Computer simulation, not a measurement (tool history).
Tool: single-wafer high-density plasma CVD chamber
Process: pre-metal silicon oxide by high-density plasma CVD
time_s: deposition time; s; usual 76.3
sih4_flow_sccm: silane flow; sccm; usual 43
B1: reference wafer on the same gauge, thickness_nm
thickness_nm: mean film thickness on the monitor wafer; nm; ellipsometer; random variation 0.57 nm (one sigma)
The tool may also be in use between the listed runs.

{"run": 1, "hour": 0.0, "time_s": 76.3, "sih4_flow_sccm": 46, "B1": 271.953, "thickness_nm": 330.755}
{"run": 2, "hour": 17.3, "time_s": 76.3, "sih4_flow_sccm": 46, "B1": 272.138, "thickness_nm": 331.249}
{"run": 3, "hour": 28.1, "time_s": 66.0, "sih4_flow_sccm": 49, "B1": 271.931, "thickness_nm": 303.878}
{"run": 4, "hour": 35.6, "time_s": 76.3, "sih4_flow_sccm": 49, "B1": 271.977, "thickness_nm": 351.721}
{"run": 5, "hour": 42.9, "time_s": 76.3, "sih4_flow_sccm": 43, "B1": 271.996, "thickness_nm": 309.412}
{"run": 6, "hour": 72.7, "time_s": 76.3, "sih4_flow_sccm": 43, "B1": 271.952, "thickness_nm": 309.213}
{"run": 7, "hour": 87.9, "time_s": 66.2, "sih4_flow_sccm": 43, "B1": 271.945, "thickness_nm": 268.674}
{"run": 8, "hour": 97.2, "time_s": 66.2, "sih4_flow_sccm": 43, "B1": 271.978, "thickness_nm": 267.97}
{"run": 9, "hour": 104.8, "time_s": 66.2, "sih4_flow_sccm": 43, "B1": 271.972, "thickness_nm": 268.062}
{"run": 10, "hour": 115.3, "time_s": 76.3, "sih4_flow_sccm": 47, "B1": 272.02, "thickness_nm": 338.165}
{"run": 11, "hour": 124.0, "time_s": 76.3, "sih4_flow_sccm": 47, "B1": 272.095, "thickness_nm": 337.858}
{"run": 12, "hour": 141.4, "time_s": 76.3, "sih4_flow_sccm": 50, "B1": 271.994, "thickness_nm": 358.242}
{"run": 13, "hour": 148.2, "time_s": 76.3, "sih4_flow_sccm": 50, "B1": 272.009, "thickness_nm": 360.176}
{"run": 14, "hour": 165.7, "time_s": 76.3, "sih4_flow_sccm": 39, "B1": 272.011, "thickness_nm": 281.262}
{"run": 15, "hour": 180.2, "time_s": 76.3, "sih4_flow_sccm": 48, "B1": 272.038, "thickness_nm": 344.959}
{"run": 16, "hour": 196.6, "time_s": 72.5, "sih4_flow_sccm": 45, "B1": 271.998, "thickness_nm": 308.648}
{"run": 17, "hour": 210.6, "time_s": 87.8, "sih4_flow_sccm": 43, "B1": 272.011, "thickness_nm": 355.824}
{"run": 18, "hour": 220.2, "time_s": 87.8, "sih4_flow_sccm": 43, "B1": 271.877, "thickness_nm": 356.874}
{"run": 19, "hour": 236.5, "time_s": 76.3, "sih4_flow_sccm": 43, "B1": 272.044, "thickness_nm": 310.551}
{"run": 20, "hour": 253.3, "time_s": 76.3, "sih4_flow_sccm": 43, "B1": 272.044, "thickness_nm": 309.88}
{"run": 21, "hour": 270.9, "time_s": 76.3, "sih4_flow_sccm": 43, "B1": 271.907, "thickness_nm": 309.625}
{"run": 22, "hour": 288.6, "time_s": 86.8, "sih4_flow_sccm": 48, "B1": 272.033, "thickness_nm": 393.184}
{"run": 23, "hour": 303.3, "time_s": 76.3, "sih4_flow_sccm": 37, "B1": 272.149, "thickness_nm": 267.53}
{"hour": 314.8, "done": "silane flow controller replaced"}
{"run": 24, "hour": 320.1, "time_s": 76.3, "sih4_flow_sccm": 43, "B1": 271.942, "thickness_nm": 295.536}
{"run": 25, "hour": 326.4, "time_s": 86.6, "sih4_flow_sccm": 48, "B1": 272.057, "thickness_nm": 372.012}
{"run": 26, "hour": 335.4, "time_s": 86.7, "sih4_flow_sccm": 50, "B1": 272.002, "thickness_nm": 389.774}
{"run": 27, "hour": 359.3, "time_s": 90.2, "sih4_flow_sccm": 43, "B1": 272.057, "thickness_nm": 348.448}
{"run": 28, "hour": 365.5, "time_s": 80.5, "sih4_flow_sccm": 48, "B1": 271.98, "thickness_nm": 347.499}
{"run": 29, "hour": 382.0, "time_s": 85.7, "sih4_flow_sccm": 50, "B1": 271.952, "thickness_nm": 385.182}
{"run": 30, "hour": 405.2, "time_s": 76.3, "sih4_flow_sccm": 45, "B1": 272.03, "thickness_nm": 308.89}
{"run": 31, "hour": 417.4, "time_s": 83.0, "sih4_flow_sccm": 43, "B1": 271.868, "thickness_nm": 320.648}
{"run": 32, "hour": 428.7, "time_s": 70.6, "sih4_flow_sccm": 49, "B1": 272.01, "thickness_nm": 312.24}
{"run": 33, "hour": 443.6, "time_s": 70.9, "sih4_flow_sccm": 47, "B1": 271.907, "thickness_nm": 300.599}
{"hour": 446.8, "done": "gauge calibrated"}
{"run": 34, "hour": 453.5, "time_s": 86.0, "sih4_flow_sccm": 46, "B1": 272.01, "thickness_nm": 355.962}
{"run": 35, "hour": 460.2, "time_s": 76.3, "sih4_flow_sccm": 36, "B1": 272.024, "thickness_nm": 247.087}
{"run": 36, "hour": 468.4, "time_s": 88.2, "sih4_flow_sccm": 50, "B1": 271.896, "thickness_nm": 397.431}
{"run": 37, "hour": 482.2, "time_s": 76.3, "sih4_flow_sccm": 43, "B1": 272.062, "thickness_nm": 294.415}
{"run": 38, "hour": 489.9, "time_s": 64.9, "sih4_flow_sccm": 49, "B1": 271.93, "thickness_nm": 286.241}
{"run": 39, "hour": 499.9, "time_s": 87.8, "sih4_flow_sccm": 43, "B1": 271.985, "thickness_nm": 340.385}
{"run": 40, "hour": 508.4, "time_s": 76.3, "sih4_flow_sccm": 43, "B1": 271.899, "thickness_nm": 295.396}
{"run": 41, "hour": 521.0, "time_s": 62.7, "sih4_flow_sccm": 45, "B1": 271.854, "thickness_nm": 253.753}
{"run": 42, "hour": 554.8, "time_s": 66.8, "sih4_flow_sccm": 43, "B1": 272.021, "thickness_nm": 258.749}
{"run": 43, "hour": 560.8, "time_s": 76.3, "sih4_flow_sccm": 43, "B1": 271.942, "thickness_nm": 295.232}
{"run": 44, "hour": 568.8, "time_s": 84.2, "sih4_flow_sccm": 48, "B1": 272.029, "thickness_nm": 365.728}

Forecast each of these 3 alternatives for the next run:
{"run": "A", "hour": 569.2, "time_s": 76.3, "sih4_flow_sccm": 43, "B1": "?", "thickness_nm": "?"}
{"run": "B", "hour": 569.2, "time_s": 71.1, "sih4_flow_sccm": 47, "B1": "?", "thickness_nm": "?"}
{"run": "C", "hour": 569.2, "time_s": 76.3, "sih4_flow_sccm": 51, "B1": "?", "thickness_nm": "?"}

run=A B1=271.980 thickness_nm=295.754
run=B B1=271.980 thickness_nm=301.234
run=C B1=271.980 thickness_nm=350.778
Without the tool's hidden state the same runs would have given:
run=A thickness_nm=294.611
run=B thickness_nm=300.071
run=C thickness_nm=349.423
